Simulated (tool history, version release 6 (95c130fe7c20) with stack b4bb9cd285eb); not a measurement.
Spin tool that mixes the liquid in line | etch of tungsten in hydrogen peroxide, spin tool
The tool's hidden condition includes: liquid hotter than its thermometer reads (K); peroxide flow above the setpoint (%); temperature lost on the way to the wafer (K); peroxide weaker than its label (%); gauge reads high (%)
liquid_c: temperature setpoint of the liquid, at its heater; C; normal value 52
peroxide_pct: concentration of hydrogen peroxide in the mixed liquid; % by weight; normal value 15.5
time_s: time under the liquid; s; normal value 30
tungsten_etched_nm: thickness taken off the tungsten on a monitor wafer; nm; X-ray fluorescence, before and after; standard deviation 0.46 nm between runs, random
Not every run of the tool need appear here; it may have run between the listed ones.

run	day	liquid_c	peroxide_pct	time_s	wafers since the last listed run	hours since the thermometer was replaced	hours since the peroxide flow meter was replaced	hours since the heated supply line was repaired	hours since the drum of peroxide was connected	hours since the gauge calibration	read-back film thickness of the tungsten reference wafer, read on the same gauge (nm)	tungsten_etched_nm
1	0	52	15.5	30	0	2603.6	916.9	769.4	1320.3	382.6	130.05	48.64
2	0.417	52	15.5	30	199	2613.6	926.9	779.4	1330.3	392.6	130	48.98
3	1.05	52	15.5	30	303	2628.8	942.1	794.6	1345.5	407.8	129.96	49.15
4	1.417	52	15.5	30	175	2637.6	950.9	803.4	1354.3	416.6	130.04	47.92
# day 1.621: peroxide flow meter replaced
5	1.858	46.5	12	50	191	2648.2	5.7	814	1364.9	427.2	129.99	50.17
# day 2.421: new drum of peroxide connected
6	2.517	43	17.5	35	295	2664	21.5	829.8	2.3	443	129.97	34.42
7	3.188	52	15.5	30	321	2680.1	37.6	845.9	18.4	459.1	130.02	48.91
8	3.7	52	15.5	30	245	2692.4	49.9	858.2	30.7	471.4	129.94	49.32
9	4.367	52	18	30	319	2708.4	65.9	874.2	46.7	487.4	130.01	53.21
10	4.879	52	12.5	45	245	2720.7	78.2	886.5	59	499.7	130.02	66.08
11	5.317	52	15.5	30	209	2731.2	88.7	897	69.5	510.2	129.97	48.38
12	5.65	48	15.5	25	159	2739.2	96.7	905	77.5	518.2	130.02	32.04
# day 6.404: heated supply line repaired
13	6.425	43	17.5	35	351	2757.8	115.3	0.5	96.1	536.8	130.03	34.21
14	6.625	45.5	15.5	30	95	2762.6	120.1	5.3	100.9	541.6	129.99	32.04
# day 7.875: gauge calibrated
15	8.296	57.5	14	45	799	2802.7	160.2	45.4	141	10.1	130.03	95.84
# day 8.371: thermometer replaced
16	8.55	58.5	15.5	30	101	4.3	166.3	51.5	147.1	16.2	130.05	71.78
17	8.829	48.5	17	30	133	11	173	58.2	153.8	22.9	129.99	41.3
18	9.433	52	15.5	30	289	25.5	187.5	72.7	168.3	37.4	129.97	48.35
19	9.975	52	15.5	45	259	38.5	200.5	85.7	181.3	50.4	130.01	72.49
20	10.321	43	19.5	20	165	46.8	208.8	94	189.6	58.7	129.98	20.52
21	11.004	52	15.5	30	327	63.2	225.2	110.4	206	75.1	129.96	48.53
22	11.329	44	15.5	30	155	71	233	118.2	213.8	82.9	129.98	29.77
23	11.946	58.5	13.5	40	295	85.8	247.8	133	228.6	97.7	130	89.43
24	12.5	52	17	30	265	99.1	261.1	146.3	241.9	111	129.98	50.64

Forecast run 25:
25	13.112	52	15.5	30	293	113.8	275.8	161	256.6	125.7	?	?

read-back film thickness of the tungsten reference wafer, read on the same gauge (nm): 130.01
tungsten_etched_nm: 47.97 nm
With no hidden state in the tool, this same run would have given tungsten_etched_nm 47.97 nm.

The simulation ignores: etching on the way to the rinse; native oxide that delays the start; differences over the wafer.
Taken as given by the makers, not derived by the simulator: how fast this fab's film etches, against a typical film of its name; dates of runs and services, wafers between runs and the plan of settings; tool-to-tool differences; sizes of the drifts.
